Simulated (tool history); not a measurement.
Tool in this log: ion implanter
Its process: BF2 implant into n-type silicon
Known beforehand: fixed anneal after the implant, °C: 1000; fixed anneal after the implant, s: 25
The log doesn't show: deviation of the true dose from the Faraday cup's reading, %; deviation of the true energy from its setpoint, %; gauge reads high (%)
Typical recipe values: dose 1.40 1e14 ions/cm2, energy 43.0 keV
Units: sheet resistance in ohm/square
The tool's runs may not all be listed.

| run | hour | dose | energy | wafers since the last listed run | hours since the last dose calibration | hours since the extraction supply was calibrated | hours since the gauge calibration | read-back reference wafer on the same gauge, sheet resistance | sheet resistance |
|---|---|---|---|---|---|---|---|---|---|
| 1 | 0.0 | 1.24 | 35.5 | 0 | 825.6 | 4408.6 | 129.6 | 684.44 | 731.28 |
| 2 | 16.8 | 1.24 | 35.5 | 159 | 842.4 | 4425.4 | 146.4 | 684.33 | 737.30 |
| 3 | 32.0 | 1.40 | 52.5 | 144 | 857.6 | 4440.6 | 161.6 | 685.58 | 635.98 |
| 4 | 47.8 | 1.09 | 43.0 | 150 | 873.4 | 4456.4 | 177.4 | 684.51 | 787.32 |
| 5 | 66.1 | 1.09 | 43.0 | 174 | 891.7 | 4474.7 | 195.7 | 684.16 | 788.60 |
| 6 | 80.4 | 1.40 | 43.0 | 136 | 906.0 | 4489.0 | 210.0 | 686.09 | 644.85 |
| 7 | 115.6 | 1.40 | 43.0 | 335 | 941.2 | 4524.2 | 245.2 | 685.50 | 643.47 |
| 8 | 143.2 | 1.40 | 43.0 | 262 | 968.8 | 4551.8 | 272.8 | 686.71 | 647.14 |
| 9 | 168.5 | 1.40 | 43.0 | 240 | 994.1 | 4577.1 | 298.1 | 685.88 | 647.88 |
|  | 194.6 | extraction supply calibrated |
| 10 | 199.4 | 1.40 | 54.5 | 218 | 1025.0 | 4.8 | 329.0 | 685.97 | 625.02 |
| 11 | 230.0 | 1.40 | 54.5 | 291 | 1055.6 | 35.4 | 359.6 | 684.52 | 624.67 |
|  | 245.3 | gauge calibrated |
| 12 | 262.5 | 1.52 | 43.0 | 309 | 1088.1 | 67.9 | 17.2 | 683.65 | 601.43 |
| 13 | 290.3 | 1.81 | 58.0 | 264 | 1115.9 | 95.7 | 45.0 | 683.78 | 504.30 |
| 14 | 339.9 | 1.27 | 49.0 | 472 | 1165.5 | 145.3 | 94.6 | 684.75 | 672.67 |
| 15 | 365.5 | 1.27 | 54.5 | 243 | 1191.1 | 170.9 | 120.2 | 684.38 | 665.32 |
|  | 388.3 | Faraday cup replaced and dose calibrated |
| 16 | 393.3 | 1.00 | 32.5 | 188 | 5.0 | 198.7 | 148.0 | 684.25 | 893.07 |
| 17 | 425.2 | 1.40 | 36.5 | 303 | 36.9 | 230.6 | 179.9 | 686.01 | 674.48 |
| 18 | 440.8 | 1.08 | 29.0 | 148 | 52.5 | 246.2 | 195.5 | 685.08 | 866.33 |
| 19 | 459.0 | 1.07 | 29.0 | 173 | 70.7 | 264.4 | 213.7 | 685.98 | 857.24 |
| 20 | 480.8 | 1.00 | 32.5 | 207 | 92.5 | 286.2 | 235.5 | 684.50 | 894.18 |
| 21 | 502.0 | 0.98 | 37.0 | 201 | 113.7 | 307.4 | 256.7 | 684.02 | 887.37 |
| 22 | 515.4 | 1.73 | 54.0 | 127 | 127.1 | 320.8 | 270.1 | 683.67 | 546.34 |
| 23 | 549.0 | 1.40 | 43.0 | 319 | 160.7 | 354.4 | 303.7 | 685.42 | 658.53 |
| 24 | 575.3 | 1.69 | 43.0 | 250 | 187.0 | 380.7 | 330.0 | 684.44 | 567.21 |

4 options for the next run, each taken on its own from the tool as it stands now. Forecast them:
| A | 575.7 | 1.40 | 48.5 | 3 | 187.4 | 381.1 | 330.4 | ? | ? |
| B | 575.7 | 1.73 | 48.0 | 3 | 187.4 | 381.1 | 330.4 | ? | ? |
| C | 575.7 | 1.40 | 35.0 | 3 | 187.4 | 381.1 | 330.4 | ? | ? |
| D | 575.7 | 1.01 | 30.0 | 3 | 187.4 | 381.1 | 330.4 | ? | ? |

| run | read-back reference wafer on the same gauge, sheet resistance | sheet resistance |
|---|---|---|
| A | 683.29 | 644.98 |
| B | 683.29 | 547.79 |
| C | 683.29 | 672.06 |
| D | 683.29 | 893.74 |
Had the tool no hidden state, the same runs would have come out as:
| run | sheet resistance |
|---|---|
| A | 649.93 |
| B | 552.04 |
| C | 677.34 |
| D | 900.91 |
